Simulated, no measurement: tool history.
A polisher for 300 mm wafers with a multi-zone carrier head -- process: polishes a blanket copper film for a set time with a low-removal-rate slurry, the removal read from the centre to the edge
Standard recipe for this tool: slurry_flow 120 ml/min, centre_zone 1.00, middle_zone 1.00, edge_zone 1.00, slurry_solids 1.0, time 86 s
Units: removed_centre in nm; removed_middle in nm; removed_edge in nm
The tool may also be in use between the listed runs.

| run | hour | slurry_flow | centre_zone | middle_zone | edge_zone | slurry_solids | time | incoming thickness of the incoming film, nm | removed_centre | removed_middle | removed_edge |
|---|---|---|---|---|---|---|---|---|---|---|---|
| 1 | 0.0 | 120 | 1.00 | 1.00 | 1.00 | 1.0 | 86 | 1553.7 | 261.2 | 265.2 | 251.5 |
| 2 | 18.7 | 120 | 1.10 | 1.00 | 1.00 | 1.0 | 86 | 1533.1 | 282.4 | 262.3 | 262.3 |
| 3 | 33.2 | 120 | 1.00 | 1.00 | 1.00 | 1.0 | 86 | 1537.9 | 255.7 | 261.9 | 258.8 |
| 4 | 58.9 | 135 | 1.00 | 1.00 | 1.00 | 1.0 | 86 | 1530.0 | 262.2 | 270.4 | 260.2 |
|  | 77.2 | edge zone pressure recalibrated |
| 5 | 91.4 | 150 | 0.90 | 1.06 | 1.00 | 1.0 | 113 | 1558.8 | 310.0 | 377.1 | 341.9 |
| 6 | 114.9 | 120 | 1.00 | 1.00 | 1.00 | 1.0 | 86 | 1531.6 | 257.8 | 262.9 | 258.1 |
| 7 | 135.1 | 120 | 1.00 | 1.00 | 1.00 | 1.0 | 64 | 1550.8 | 191.1 | 194.7 | 189.3 |
| 8 | 162.6 | 120 | 1.00 | 1.00 | 1.00 | 1.0 | 86 | 1525.2 | 251.7 | 255.8 | 255.2 |
|  | 177.3 | worn pad replaced by a new one |
| 9 | 180.1 | 120 | 0.94 | 1.00 | 1.00 | 1.0 | 65 | 1552.8 | 179.3 | 198.8 | 191.8 |
| 10 | 213.0 | 120 | 0.92 | 1.04 | 1.00 | 1.0 | 99 | 1558.0 | 272.1 | 314.8 | 301.8 |
| 11 | 243.7 | 120 | 1.00 | 0.94 | 1.00 | 0.9 | 86 | 1530.4 | 248.4 | 244.5 | 251.5 |
| 12 | 256.3 | 120 | 1.00 | 1.00 | 1.00 | 1.0 | 86 | 1545.0 | 252.5 | 260.9 | 261.9 |
|  | 263.4 | centre zone pressure recalibrated |
| 13 | 273.5 | 120 | 1.00 | 0.97 | 1.08 | 1.2 | 77 | 1537.2 | 246.4 | 238.1 | 252.7 |
| 14 | 293.5 | 95 | 1.00 | 0.91 | 1.00 | 1.2 | 86 | 1561.2 | 270.4 | 246.2 | 258.6 |
| 15 | 314.9 | 120 | 1.11 | 1.00 | 1.00 | 1.3 | 86 | 1551.0 | 310.1 | 274.9 | 267.9 |
| 16 | 350.5 | 120 | 1.00 | 0.96 | 0.93 | 1.0 | 86 | 1568.4 | 258.1 | 246.3 | 252.3 |
| 17 | 367.3 | 120 | 0.95 | 0.93 | 0.91 | 1.2 | 86 | 1577.2 | 260.5 | 260.0 | 253.2 |
|  | 373.5 | worn pad replaced by a new one |
| 18 | 402.6 | 120 | 1.00 | 1.00 | 1.00 | 1.0 | 86 | 1554.3 | 263.2 | 252.5 | 251.9 |
|  | 409.0 | slurry nozzle cleaned |
| 19 | 425.6 | 120 | 1.00 | 0.89 | 1.00 | 1.0 | 86 | 1571.7 | 261.3 | 238.7 | 252.1 |
| 20 | 496.1 | 120 | 1.00 | 1.00 | 0.96 | 1.0 | 86 | 1554.5 | 263.2 | 262.4 | 256.8 |

Below are 5 alternative next runs, each starting from the tool's condition after run 20. Predict each:
| A | 496.5 | 120 | 1.00 | 1.00 | 1.00 | 1.0 | 86 | 1548.6 | ? | ? | ? |
| B | 496.5 | 120 | 0.93 | 1.00 | 1.10 | 1.0 | 86 | 1548.6 | ? | ? | ? |
| C | 496.5 | 120 | 1.00 | 1.00 | 0.92 | 1.0 | 86 | 1548.6 | ? | ? | ? |
| D | 496.5 | 155 | 1.00 | 0.94 | 1.05 | 0.7 | 86 | 1548.6 | ? | ? | ? |
| E | 496.5 | 120 | 1.00 | 1.10 | 0.90 | 1.0 | 86 | 1548.6 | ? | ? | ? |

| run | removed_centre | removed_middle | removed_edge |
|---|---|---|---|
| A | 261.5 | 257.1 | 253.5 |
| B | 243.1 | 257.1 | 265.7 |
| C | 261.5 | 257.1 | 243.7 |
| D | 252.2 | 234.5 | 247.4 |
| E | 261.7 | 278.8 | 240.9 |
Without the tool's unlogged condition, the same runs would have read:
| run | removed_centre | removed_middle | removed_edge |
|---|---|---|---|
| A | 263.9 | 257.1 | 253.5 |
| B | 245.2 | 257.1 | 265.7 |
| C | 263.9 | 257.1 | 243.7 |
| D | 254.4 | 234.5 | 247.4 |
| E | 264.0 | 278.8 | 240.9 |
